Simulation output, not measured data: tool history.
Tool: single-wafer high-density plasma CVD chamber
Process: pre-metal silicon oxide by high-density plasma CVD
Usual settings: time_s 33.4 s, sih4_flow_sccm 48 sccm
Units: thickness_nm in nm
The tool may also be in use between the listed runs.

run,day,time_s,sih4_flow_sccm,"read-back reference wafer on the same gauge, thickness_nm",thickness_nm
1,0,36.5,53,143.978,187.292
2,1.104,36.5,53,144,186.514
3,3.588,33.4,48,143.93,156.076
4,5.821,33.4,48,144.021,155.42
5,7.088,33.4,48,143.992,155.684
6,9.083,33.4,48,143.981,154.999
7,10.679,33.4,48,144.036,155.442
8,11.862,33.4,48,143.912,154.769
9,14.629,33.4,48,143.992,154.529
10,16.458,33.4,48,144.023,154.953
11,18.404,35.6,48,143.999,165.01
12,20.942,31.3,48,144.014,144.392
# day 21.438: silane flow controller replaced
13,22.862,38.1,39,144.03,151.087
# day 23.571: gauge calibrated
14,25.633,28.5,51,144.005,145.721
15,28.138,33.4,48,143.961,160.625
16,29.808,30.1,51,143.979,154.246
17,31.608,35.5,48,143.984,170.657
18,34.462,39,43,144.059,168.88
19,36.729,33.4,55,143.951,181.936
20,39.525,33.4,48,144.001,161.491
21,42.046,26.8,39,143.968,106.639

4 ways to go on from here, each from the tool as it stands after run 21. What would each give?
A,42.062,29.7,48,?,?
B,42.062,30.5,41,?,?
C,42.062,39.7,44,?,?
D,42.062,33.4,42,?,?

run,"read-back reference wafer on the same gauge, thickness_nm",thickness_nm
A,143.994,143.184
B,143.994,126.987
C,143.994,176.478
D,143.994,142.198
Without the tool's hidden state the same runs would have given:
run,thickness_nm
A,144.129
B,127.826
C,177.643
D,143.137

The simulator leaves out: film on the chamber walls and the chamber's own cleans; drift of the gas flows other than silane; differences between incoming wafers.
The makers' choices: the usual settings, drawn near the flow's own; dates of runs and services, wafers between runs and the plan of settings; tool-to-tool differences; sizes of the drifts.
